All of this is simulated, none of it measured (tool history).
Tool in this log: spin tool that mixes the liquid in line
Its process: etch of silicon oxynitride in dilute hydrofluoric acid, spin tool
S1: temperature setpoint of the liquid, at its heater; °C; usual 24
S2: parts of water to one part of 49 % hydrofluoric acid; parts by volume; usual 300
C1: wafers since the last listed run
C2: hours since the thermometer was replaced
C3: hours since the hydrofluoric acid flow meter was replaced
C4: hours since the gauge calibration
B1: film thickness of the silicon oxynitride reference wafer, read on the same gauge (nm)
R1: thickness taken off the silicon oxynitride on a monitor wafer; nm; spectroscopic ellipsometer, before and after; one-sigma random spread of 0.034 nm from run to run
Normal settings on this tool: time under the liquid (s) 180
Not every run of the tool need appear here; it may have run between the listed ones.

run 1 hour=0 | S1=24 S2=300 time_under_the_liquid_(s)=180 | C1=0 C2=943.3 C3=283.5 C4=370 | B1=50.001 | R1=1.413
run 2 hour=54.1 | S1=23 S2=300 time_under_the_liquid_(s)=180 | C1=244 C2=997.4 C3=337.6 C4=424.1 | B1=49.992 | R1=1.315
run 3 hour=159.3 | S1=23 S2=300 time_under_the_liquid_(s)=180 | C1=474 C2=1102.6 C3=442.8 C4=529.3 | B1=49.947 | R1=1.34
run 4 hour=248.3 | S1=24 S2=300 time_under_the_liquid_(s)=180 | C1=401 C2=1191.6 C3=531.8 C4=618.3 | B1=50.018 | R1=1.298
run 5 hour=345.4 | S1=24 S2=300 time_under_the_liquid_(s)=180 | C1=438 C2=1288.7 C3=628.9 C4=715.4 | B1=50.009 | R1=1.306
run 6 hour=610.2 | S1=24 S2=300 time_under_the_liquid_(s)=180 | C1=1194 C2=1553.5 C3=893.7 C4=980.2 | B1=50 | R1=1.249
run 7 hour=687.1 | S1=24 S2=300 time_under_the_liquid_(s)=180 | C1=346 C2=1630.4 C3=970.6 C4=1057.1 | B1=50.034 | R1=1.246
run 8 hour=773 | S1=24 S2=300 time_under_the_liquid_(s)=180 | C1=387 C2=1716.3 C3=1056.5 C4=1143 | B1=50.001 | R1=1.295
run 9 hour=829.1 | S1=24 S2=300 time_under_the_liquid_(s)=180 | C1=253 C2=1772.4 C3=1112.6 C4=1199.1 | B1=50.019 | R1=1.261
run 10 hour=936.5 | S1=24 S2=300 time_under_the_liquid_(s)=140 | C1=484 C2=1879.8 C3=1220 C4=1306.5 | B1=50.034 | R1=0.976
run 11 hour=1001.3 | S1=24 S2=300 time_under_the_liquid_(s)=140 | C1=292 C2=1944.6 C3=1284.8 C4=1371.3 | B1=50.005 | R1=0.947
-- hour=1036.7 thermometer replaced
run 12 hour=1103.3 | S1=27 S2=300 time_under_the_liquid_(s)=180 | C1=455 C2=66.6 C3=1386.8 C4=1473.3 | B1=50.026 | R1=1.467
run 13 hour=1140.6 | S1=28 S2=300 time_under_the_liquid_(s)=180 | C1=168 C2=103.9 C3=1424.1 C4=1510.6 | B1=49.99 | R1=1.54
run 14 hour=1196.8 | S1=28 S2=300 time_under_the_liquid_(s)=180 | C1=253 C2=160.1 C3=1480.3 C4=1566.8 | B1=50.016 | R1=1.47
run 15 hour=1300.7 | S1=28 S2=300 time_under_the_liquid_(s)=180 | C1=468 C2=264 C3=1584.2 C4=1670.7 | B1=49.977 | R1=1.574
-- hour=1396.9 hydrofluoric acid flow meter replaced
run 16 hour=1399.5 | S1=24 S2=300 time_under_the_liquid_(s)=285 | C1=441 C2=362.8 C3=2.6 C4=1769.5 | B1=50.03 | R1=2.409
run 17 hour=1504.8 | S1=20 S2=415 time_under_the_liquid_(s)=280 | C1=475 C2=468.1 C3=107.9 C4=1874.8 | B1=49.977 | R1=1.32
run 18 hour=1576.2 | S1=28.5 S2=430 time_under_the_liquid_(s)=85 | C1=322 C2=539.5 C3=179.3 C4=1946.2 | B1=50.009 | R1=0.52
run 19 hour=1623 | S1=24 S2=300 time_under_the_liquid_(s)=180 | C1=211 C2=586.3 C3=226.1 C4=1993 | B1=50.01 | R1=1.523
-- hour=1635.4 gauge calibrated
run 20 hour=1671.5 | S1=29 S2=300 time_under_the_liquid_(s)=180 | C1=218 C2=634.8 C3=274.6 C4=36.1 | B1=49.996 | R1=1.842
run 21 hour=1746.4 | S1=25.5 S2=300 time_under_the_liquid_(s)=180 | C1=337 C2=709.7 C3=349.5 C4=111 | B1=49.95 | R1=1.564
run 22 hour=1791 | S1=25.5 S2=175 time_under_the_liquid_(s)=275 | C1=201 C2=754.3 C3=394.1 C4=155.6 | B1=49.992 | R1=4.224
run 23 hour=1835.6 | S1=24 S2=300 time_under_the_liquid_(s)=180 | C1=201 C2=798.9 C3=438.7 C4=200.2 | B1=49.974 | R1=1.474
run 24 hour=1908.4 | S1=26.5 S2=175 time_under_the_liquid_(s)=180 | C1=328 C2=871.7 C3=511.5 C4=273 | B1=49.986 | R1=2.944
run 25 hour=2014.1 | S1=28 S2=300 time_under_the_liquid_(s)=130 | C1=476 C2=977.4 C3=617.2 C4=378.7 | B1=49.991 | R1=1.234
run 26 hour=2227.2 | S1=24 S2=300 time_under_the_liquid_(s)=180 | C1=961 C2=1190.5 C3=830.3 C4=591.8 | B1=49.981 | R1=1.321
run 27 hour=2320 | S1=27 S2=195 time_under_the_liquid_(s)=215 | C1=418 C2=1283.3 C3=923.1 C4=684.6 | B1=49.985 | R1=3.174
run 28 hour=2359.4 | S1=21.5 S2=385 time_under_the_liquid_(s)=245 | C1=177 C2=1322.7 C3=962.5 C4=724 | B1=49.99 | R1=1.23
run 29 hour=2422.1 | S1=24 S2=300 time_under_the_liquid_(s)=180 | C1=282 C2=1385.4 C3=1025.2 C4=786.7 | B1=49.997 | R1=1.356
run 30 hour=2466.1 | S1=28 S2=205 time_under_the_liquid_(s)=180 | C1=198 C2=1429.4 C3=1069.2 C4=830.7 | B1=50.003 | R1=2.332
run 31 hour=2502.3 | S1=24 S2=300 time_under_the_liquid_(s)=180 | C1=163 C2=1465.6 C3=1105.4 C4=866.9 | B1=49.992 | R1=1.263
run 32 hour=2605.6 | S1=27.5 S2=300 time_under_the_liquid_(s)=220 | C1=465 C2=1568.9 C3=1208.7 C4=970.2 | B1=50.004 | R1=1.788

Forecast each of these 5 alternatives for the next run:
run A hour=2606.1 | S1=24 S2=185 time_under_the_liquid_(s)=180 | C1=2 C2=1569.4 C3=1209.2 C4=970.7 | B1=? | R1=?
run B hour=2606.1 | S1=25.5 S2=230 time_under_the_liquid_(s)=180 | C1=2 C2=1569.4 C3=1209.2 C4=970.7 | B1=? | R1=?
run C hour=2606.1 | S1=21.5 S2=220 time_under_the_liquid_(s)=180 | C1=2 C2=1569.4 C3=1209.2 C4=970.7 | B1=? | R1=?
run D hour=2606.1 | S1=22 S2=300 time_under_the_liquid_(s)=275 | C1=2 C2=1569.4 C3=1209.2 C4=970.7 | B1=? | R1=?
run E hour=2606.1 | S1=27 S2=255 time_under_the_liquid_(s)=265 | C1=2 C2=1569.4 C3=1209.2 C4=970.7 | B1=? | R1=?

run=A B1=50.019 R1=2.322
run=B B1=50.019 R1=1.929
run=C B1=50.019 R1=1.699
run=D B1=50.019 R1=1.845
run=E B1=50.019 R1=2.678
Stripped of hidden state, with their random variation kept, the same runs would have yielded:
run=A R1=2.864
run=B R1=2.379
run=C R1=2.098
run=D R1=2.28
run=E R1=3.303
